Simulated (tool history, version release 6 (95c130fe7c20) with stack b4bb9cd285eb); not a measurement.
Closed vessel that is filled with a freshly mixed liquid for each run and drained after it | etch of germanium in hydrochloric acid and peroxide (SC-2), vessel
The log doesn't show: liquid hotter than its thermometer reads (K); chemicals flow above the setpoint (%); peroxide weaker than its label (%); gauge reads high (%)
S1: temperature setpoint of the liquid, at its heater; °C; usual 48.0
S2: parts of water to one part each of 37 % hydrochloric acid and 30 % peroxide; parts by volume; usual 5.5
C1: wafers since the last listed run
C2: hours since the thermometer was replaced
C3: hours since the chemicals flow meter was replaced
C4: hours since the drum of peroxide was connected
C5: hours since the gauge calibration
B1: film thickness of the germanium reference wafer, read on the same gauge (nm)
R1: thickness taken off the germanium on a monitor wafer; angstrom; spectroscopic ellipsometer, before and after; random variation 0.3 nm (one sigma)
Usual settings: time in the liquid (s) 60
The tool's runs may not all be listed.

Run 1, hour 0.0: usual settings but S1 44.5 °C, S2 4.0 parts by volume; C1 0; C2 1495.1; C3 1409.3; C4 122.0; C5 1738.1; B1 129.98. Result: R1 1344.0 angstrom.
At hour 2.3: chemicals flow meter replaced.
Run 2, hour 57.7: usual settings but S1 44.5 °C, S2 4.0 parts by volume; C1 3690; C2 1552.8; C3 55.4; C4 179.7; C5 1795.8; B1 130.04. Result: R1 1349.9 angstrom.
Run 3, hour 84.2: usual settings; C1 1725; C2 1579.3; C3 81.9; C4 206.2; C5 1822.3; B1 130.02. Result: R1 1502.0 angstrom.
Run 4, hour 118.1: usual settings; C1 2206; C2 1613.2; C3 115.8; C4 240.1; C5 1856.2; B1 130.03. Result: R1 1502.7 angstrom.
Run 5, hour 172.0: usual settings; C1 3508; C2 1667.1; C3 169.7; C4 294.0; C5 1910.1; B1 129.99. Result: R1 1500.4 angstrom.
Run 6, hour 228.0: usual settings; C1 3645; C2 1723.1; C3 225.7; C4 350.0; C5 1966.1; B1 130.05. Result: R1 1502.2 angstrom.
Run 7, hour 285.3: usual settings but S1 46.0 °C, time in the liquid (s) 35; C1 3729; C2 1780.4; C3 283.0; C4 407.3; C5 2023.4; B1 129.99. Result: R1 821.7 angstrom.
Run 8, hour 342.1: usual settings but S1 54.5 °C; C1 3697; C2 1837.2; C3 339.8; C4 464.1; C5 2080.2; B1 129.96. Result: R1 1850.4 angstrom.
Run 9, hour 409.3: usual settings; C1 4374; C2 1904.4; C3 407.0; C4 531.3; C5 2147.4; B1 129.98. Result: R1 1504.2 angstrom.
Run 10, hour 477.6: usual settings but S1 43.0 °C, S2 8.0 parts by volume, time in the liquid (s) 85; C1 4446; C2 1972.7; C3 475.3; C4 599.6; C5 2215.7; B1 129.97. Result: R1 1779.2 angstrom.
Run 11, hour 515.4: usual settings; C1 2460; C2 2010.5; C3 513.1; C4 637.4; C5 2253.5; B1 129.96. Result: R1 1510.4 angstrom.
Run 12, hour 571.9: usual settings but S1 44.5 °C, S2 7.0 parts by volume, time in the liquid (s) 30; C1 3677; C2 2067.0; C3 569.6; C4 693.9; C5 2310.0; B1 130.05. Result: R1 665.3 angstrom.
Run 13, hour 614.7: usual settings but S1 40.5 °C; C1 2786; C2 2109.8; C3 612.4; C4 736.7; C5 2352.8; B1 129.99. Result: R1 1174.3 angstrom.
Run 14, hour 664.4: usual settings; C1 3235; C2 2159.5; C3 662.1; C4 786.4; C5 2402.5; B1 130.07. Result: R1 1505.1 angstrom.
At hour 666.8: new drum of peroxide connected.
Run 15, hour 735.6: usual settings but S1 40.0 °C, time in the liquid (s) 45; C1 4569; C2 2230.7; C3 733.3; C4 68.8; C5 2473.7; B1 130.03. Result: R1 866.3 angstrom.
Run 16, hour 771.7: usual settings but S1 40.0 °C, time in the liquid (s) 45; C1 2349; C2 2266.8; C3 769.4; C4 104.9; C5 2509.8; B1 130.02. Result: R1 867.8 angstrom.
Run 17, hour 809.6: usual settings but S1 42.5 °C; C1 2467; C2 2304.7; C3 807.3; C4 142.8; C5 2547.7; B1 130.01. Result: R1 1263.1 angstrom.
Run 18, hour 868.3: usual settings but S1 53.5 °C; C1 3821; C2 2363.4; C3 866.0; C4 201.5; C5 2606.4; B1 129.98. Result: R1 1804.7 angstrom.
At hour 891.7: gauge calibrated.
Run 19, hour 934.1: usual settings; C1 4283; C2 2429.2; C3 931.8; C4 267.3; C5 42.4; B1 129.96. Result: R1 1513.4 angstrom.
At hour 985.1: thermometer replaced.
Run 20, hour 1005.5: usual settings but S1 43.0 °C; C1 4582; C2 20.4; C3 1003.2; C4 338.7; C5 113.8; B1 130.03. Result: R1 1263.4 angstrom.
Run 21, hour 1064.6: usual settings but S1 38.5 °C, S2 6.5 parts by volume; C1 3847; C2 79.5; C3 1062.3; C4 397.8; C5 172.9; B1 129.99. Result: R1 1076.0 angstrom.
Run 22, hour 1097.6: usual settings but S2 4.0 parts by volume, time in the liquid (s) 30; C1 2148; C2 112.5; C3 1095.3; C4 430.8; C5 205.9; B1 130.02. Result: R1 746.9 angstrom.
Run 23, hour 1126.4: usual settings but S1 57.0 °C, S2 6.5 parts by volume, time in the liquid (s) 90; C1 1874; C2 141.3; C3 1124.1; C4 459.6; C5 234.7; B1 130.01. Result: R1 2935.9 angstrom.
Run 24, hour 1150.9: usual settings but S1 44.5 °C, S2 7.0 parts by volume, time in the liquid (s) 30; C1 1594; C2 165.8; C3 1148.6; C4 484.1; C5 259.2; B1 129.98. Result: R1 655.7 angstrom.
Run 25, hour 1182.9: usual settings but S1 57.0 °C, S2 8.5 parts by volume, time in the liquid (s) 45; C1 2083; C2 197.8; C3 1180.6; C4 516.1; C5 291.2; B1 130.01. Result: R1 1441.4 angstrom.
Run 26, hour 1225.2: usual settings; C1 2753; C2 240.1; C3 1222.9; C4 558.4; C5 333.5; B1 129.93. Result: R1 1480.1 angstrom.
Run 27, hour 1276.3: usual settings; C1 3326; C2 291.2; C3 1274.0; C4 609.5; C5 384.6; B1 130.01. Result: R1 1491.4 angstrom.
Run 28, hour 1346.0: usual settings but time in the liquid (s) 30; C1 4537; C2 360.9; C3 1343.7; C4 679.2; C5 454.3; B1 130.00. Result: R1 745.1 angstrom.
At hour 1390.7: new drum of peroxide connected.
Run 29, hour 1409.8: usual settings but S1 42.0 °C, S2 4.5 parts by volume, time in the liquid (s) 40; C1 4087; C2 424.7; C3 1407.5; C4 19.1; C5 518.1; B1 130.03. Result: R1 819.5 angstrom.
Run 30, hour 1453.8: usual settings but S1 50.5 °C, S2 4.0 parts by volume, time in the liquid (s) 90; C1 2864; C2 468.7; C3 1451.5; C4 63.1; C5 562.1; B1 130.02. Result: R1 2440.5 angstrom.
Run 31, hour 1489.5: usual settings but S1 52.5 °C, time in the liquid (s) 35; C1 2323; C2 504.4; C3 1487.2; C4 98.8; C5 597.8; B1 130.00. Result: R1 1003.0 angstrom.

What the log doesn't show, run by run:
chemicals flow above the setpoint (%): 0 in every run
peroxide weaker than its label (%): 0 in every run
gauge reads high (%): 0 in every run
H1: liquid hotter than its thermometer reads (K)
run     H1
  1  0.426
  2  0.442
  3  0.449
  4  0.458
  5  0.473
  6  0.488
  7  0.503
  8  0.518
  9  0.536
 10  0.555
 11  0.565
 12   0.58
 13  0.592
 14  0.605
 15  0.624
 16  0.634
 17  0.644
 18   0.66
 19  0.677
 20  0.102
 21  0.118
 22  0.127
 23  0.134
 24  0.141
 25   0.15
 26  0.161
 27  0.175
 28  0.193
 29  0.211
 30  0.222
 31  0.232

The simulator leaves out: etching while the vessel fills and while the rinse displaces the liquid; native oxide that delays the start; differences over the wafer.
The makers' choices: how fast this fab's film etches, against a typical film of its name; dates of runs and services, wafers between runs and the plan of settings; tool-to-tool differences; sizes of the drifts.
